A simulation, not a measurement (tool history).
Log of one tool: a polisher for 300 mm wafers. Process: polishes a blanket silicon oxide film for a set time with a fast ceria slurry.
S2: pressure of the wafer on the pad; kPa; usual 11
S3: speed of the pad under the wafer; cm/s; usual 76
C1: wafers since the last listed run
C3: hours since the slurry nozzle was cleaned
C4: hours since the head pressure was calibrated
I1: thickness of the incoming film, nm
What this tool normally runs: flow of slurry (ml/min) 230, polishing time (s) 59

{"run": 1, "day": 0.0, "flow of slurry (ml/min)": 230, "S2": 11, "S3": 76, "polishing time (s)": 59, "C1": 0, "wafers polished on this pad": 2131, "C3": 259, "C4": 1170.7, "I1": 3435.9, "film removed (Å)": 4587}
{"run": 2, "day": 2.304, "flow of slurry (ml/min)": 230, "S2": 11, "S3": 76, "polishing time (s)": 59, "C1": 698, "wafers polished on this pad": 2829, "C3": 314.3, "C4": 1226, "I1": 3401.9, "film removed (Å)": 4632}
{"day": 4.304, "done": "worn pad replaced by a new one"}
{"run": 3, "day": 4.45, "flow of slurry (ml/min)": 270, "S2": 11, "S3": 76, "polishing time (s)": 73, "C1": 599, "wafers polished on this pad": 44, "C3": 365.8, "C4": 1277.5, "I1": 3449.3, "film removed (Å)": 5696}
{"run": 4, "day": 6.75, "flow of slurry (ml/min)": 230, "S2": 11, "S3": 76, "polishing time (s)": 59, "C1": 696, "wafers polished on this pad": 740, "C3": 421, "C4": 1332.7, "I1": 3386.7, "film removed (Å)": 4362}
{"run": 5, "day": 10.171, "flow of slurry (ml/min)": 230, "S2": 11, "S3": 76, "polishing time (s)": 59, "C1": 1036, "wafers polished on this pad": 1777, "C3": 503.1, "C4": 1414.8, "I1": 3434.7, "film removed (Å)": 4132}
{"day": 10.596, "done": "slurry nozzle cleaned"}
{"run": 6, "day": 12.696, "flow of slurry (ml/min)": 230, "S2": 11, "S3": 76, "polishing time (s)": 59, "C1": 752, "wafers polished on this pad": 2529, "C3": 50.4, "C4": 1475.4, "I1": 3434.5, "film removed (Å)": 4705}
{"run": 7, "day": 16.221, "flow of slurry (ml/min)": 230, "S2": 11, "S3": 76, "polishing time (s)": 59, "C1": 1067, "wafers polished on this pad": 3597, "C3": 135, "C4": 1560, "I1": 3453.3, "film removed (Å)": 4705}
{"day": 17.233, "done": "worn pad replaced by a new one"}
{"run": 8, "day": 18.238, "flow of slurry (ml/min)": 230, "S2": 11, "S3": 76, "polishing time (s)": 59, "C1": 560, "wafers polished on this pad": 304, "C3": 183.4, "C4": 1608.4, "I1": 3376, "film removed (Å)": 4746}
{"day": 18.946, "done": "head pressure recalibrated"}
{"run": 9, "day": 20.683, "flow of slurry (ml/min)": 230, "S2": 11, "S3": 76, "polishing time (s)": 59, "C1": 715, "wafers polished on this pad": 1020, "C3": 242.1, "C4": 41.7, "I1": 3452.3, "film removed (Å)": 4611}
{"run": 10, "day": 26.729, "flow of slurry (ml/min)": 230, "S2": 11, "S3": 76, "polishing time (s)": 59, "C1": 1831, "wafers polished on this pad": 2852, "C3": 387.2, "C4": 186.8, "I1": 3479.8, "film removed (Å)": 4563}
{"day": 27.338, "done": "slurry nozzle cleaned"}
{"day": 28.771, "done": "worn pad replaced by a new one"}
{"run": 11, "day": 28.908, "flow of slurry (ml/min)": 290, "S2": 11, "S3": 96, "polishing time (s)": 43, "C1": 597, "wafers polished on this pad": 41, "C3": 37.7, "C4": 239.1, "I1": 3469.9, "film removed (Å)": 4412}
{"run": 12, "day": 31.517, "flow of slurry (ml/min)": 295, "S2": 11, "S3": 76, "polishing time (s)": 59, "C1": 790, "wafers polished on this pad": 831, "C3": 100.3, "C4": 301.7, "I1": 3441.7, "film removed (Å)": 4733}

Run 13 is up next; what results do you expect?
{"run": 13, "day": 34.342, "flow of slurry (ml/min)": 230, "S2": 11, "S3": 76, "polishing time (s)": 59, "C1": 855, "wafers polished on this pad": 1687, "C3": 168.1, "C4": 369.5, "I1": 3472.9, "film removed (Å)": "?"}

{"run 13": {"film removed (Å)": 4644}}
With the hidden condition absent and the run-to-run variation left alone, this run would have shown film removed (Å) 4732.

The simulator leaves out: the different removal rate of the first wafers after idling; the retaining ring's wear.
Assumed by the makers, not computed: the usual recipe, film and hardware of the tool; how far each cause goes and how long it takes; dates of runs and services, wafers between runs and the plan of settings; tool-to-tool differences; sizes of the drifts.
